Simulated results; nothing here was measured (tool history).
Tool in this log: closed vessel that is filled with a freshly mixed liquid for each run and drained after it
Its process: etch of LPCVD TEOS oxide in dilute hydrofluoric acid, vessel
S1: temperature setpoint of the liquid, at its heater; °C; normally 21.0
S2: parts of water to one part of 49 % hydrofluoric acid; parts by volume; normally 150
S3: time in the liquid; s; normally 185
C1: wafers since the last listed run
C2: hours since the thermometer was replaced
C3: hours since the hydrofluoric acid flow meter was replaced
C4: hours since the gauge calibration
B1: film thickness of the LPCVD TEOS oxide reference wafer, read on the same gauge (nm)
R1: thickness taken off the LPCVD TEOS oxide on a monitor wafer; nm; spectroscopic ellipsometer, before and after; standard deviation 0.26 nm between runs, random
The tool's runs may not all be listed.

run,hour,S1,S2,S3,C1,C2,C3,C4,B1,R1
1,0.0,21.0,150,185,0,2266.0,853.9,884.9,89.98,27.75
2,25.1,21.0,150,185,3268,2291.1,879.0,910.0,89.99,28.16
3,53.2,21.0,150,185,3659,2319.2,907.1,938.1,90.03,28.12
4,72.0,21.0,150,185,2448,2338.0,925.9,956.9,90.01,27.79
5,105.5,21.0,150,185,4362,2371.5,959.4,990.4,89.99,27.46
6,133.0,21.0,210,185,3581,2399.0,986.9,1017.9,90.00,19.05
7,163.3,21.0,210,185,3945,2429.3,1017.2,1048.2,89.99,18.53
# hour 178.7: hydrofluoric acid flow meter replaced
8,196.3,21.0,210,185,4167,2462.3,17.6,1081.2,90.00,19.72
9,227.7,17.5,150,185,4088,2493.7,49.0,1112.6,89.99,25.23
10,262.4,24.5,150,130,4518,2528.4,83.7,1147.3,90.01,23.44
11,291.7,21.0,150,185,3815,2557.7,113.0,1176.6,90.00,29.13
12,308.7,21.0,205,185,2213,2574.7,130.0,1193.6,90.00,19.88
13,327.9,21.0,150,185,2500,2593.9,149.2,1212.8,90.00,29.31
14,363.2,21.0,150,275,4596,2629.2,184.5,1248.1,90.00,42.06
15,388.9,21.0,150,185,3346,2654.9,210.2,1273.8,90.01,28.61
# hour 402.6: thermometer replaced
16,403.1,21.0,150,185,1718,0.5,224.4,1288.0,90.00,29.16

The next listed run, before its measurement:
17,425.1,21.0,150,185,2864,22.5,246.4,1310.0,?,?

{"run 17": {"B1": 89.97, "R1": 29.03}}
Take away the tool's hidden state, keep the run-to-run variation as it was, and the same run would have given R1 29.66 nm.

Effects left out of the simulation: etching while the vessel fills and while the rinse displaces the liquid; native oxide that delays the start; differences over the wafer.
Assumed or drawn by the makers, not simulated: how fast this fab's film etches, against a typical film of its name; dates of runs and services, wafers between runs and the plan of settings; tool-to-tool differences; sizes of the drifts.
